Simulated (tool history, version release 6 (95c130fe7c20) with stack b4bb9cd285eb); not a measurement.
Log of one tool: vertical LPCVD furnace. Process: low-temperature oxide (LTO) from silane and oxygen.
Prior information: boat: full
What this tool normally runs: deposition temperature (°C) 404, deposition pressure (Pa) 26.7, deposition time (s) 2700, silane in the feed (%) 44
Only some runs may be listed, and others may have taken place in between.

run	hour	deposition temperature (°C)	deposition pressure (Pa)	deposition time (s)	silane in the feed (%)	read-back reference wafer on the same gauge, thickness	film thickness on the monitor wafer in the middle of the boat (Å)
1	0	404	26.7	2700	44	441.43	4745.5
2	25.3	404	26.7	2700	44	440.84	4546.3
3	29.4	404	28	2700	44	441.33	4781.7
4	33.4	404	28	2700	44	441.16	4773.7
5	40.3	404	28	2700	44	440.7	4771.9
6	50	404	26.7	2070	44	440.82	3496.9
7	59.4	404	26.7	2700	44	441.25	4543.4
8	75.2	404	20	2700	49	440.82	3776.5
9	92.3	404	29.3	3210	44	440.86	5944.7
10	102	395	26.7	2700	36	440.96	3264.3
11	111.7	404	26.7	2700	44	440.55	4573
12	118.5	404	26.7	2700	44	441.16	4557
13	129.5	404	26.7	2700	44	441	4566.7
14	145.3	414	31.3	3090	40	441.13	6125.2
15	154.9	400	26.7	2700	44	441.1	4374
16	178.4	404	29.3	3450	44	440.79	6412.6
17	211.5	410	31.3	3180	41	441.16	5937.5
18	215.6	399	24	3240	44	440.91	4454.5
19	240.2	400	26.7	2370	50	441.09	4128.5
20	244.2	393	20.7	2700	47	440.96	3221.9
21	251.2	404	26.7	2700	44	441.19	4369
22	262.7	404	32.7	2700	44	441.27	5333.5
23	274.5	404	24	2190	44	440.79	3187.5
24	290.3	400	32.7	1920	44	441.18	3630.6
25	305.7	413	23.3	2700	35	441.04	3215.9
26	314	404	26.7	1830	50	440.85	3325.8
27	320.5	414	26.7	2340	44	441.14	4206.3
28	332.1	404	26.7	2700	44	440.79	4369
29	341.2	404	26.7	2700	44	441.38	4350.9
30	352.7	410	26.7	2700	38	440.74	3940.5
31	370.2	404	33.3	3270	47	440.76	7031.9

The log once held 4 entries between its listed runs, left out of this copy. Where does each go, and what is different about the tool's unlogged condition between the listed run before it and the listed run after it?
Runs 1 to 2: pressure gauge zeroed (hour 24.8)
  true tube temperature minus thermocouple reading, K: 4.71 -> 4.74; true pressure minus gauge reading, mTorr: 9.29 -> 0.449
  difference, measured minus the result without the unlogged condition, film thickness on the monitor wafer in the middle of the boat (Å): +427.6 -> +228.6
Runs 12 to 13: gauge calibrated (hour 125)
  true tube temperature minus thermocouple reading, K: 4.84 -> 4.85; true pressure minus gauge reading, mTorr: 0.798 -> 0.839
  difference, measured minus the result without the unlogged condition, film thickness on the monitor wafer in the middle of the boat (Å): +241.4 -> +243.3
Runs 16 to 17: thermocouples replaced and temperature profile calibrated (hour 211)
  true tube temperature minus thermocouple reading, K: 4.91 -> 0.0967; true pressure minus gauge reading, mTorr: 1.02 -> 1.15
  difference, measured minus the result without the unlogged condition, film thickness on the monitor wafer in the middle of the boat (Å): +347.8 -> +34.8
Runs 18 to 19: silane flow controller replaced (hour 239.7)
  true tube temperature minus thermocouple reading, K: 0.101 -> 0.129; true pressure minus gauge reading, mTorr: 1.16 -> 1.25
  difference, measured minus the result without the unlogged condition, film thickness on the monitor wafer in the middle of the boat (Å): +33.4 -> +31.1

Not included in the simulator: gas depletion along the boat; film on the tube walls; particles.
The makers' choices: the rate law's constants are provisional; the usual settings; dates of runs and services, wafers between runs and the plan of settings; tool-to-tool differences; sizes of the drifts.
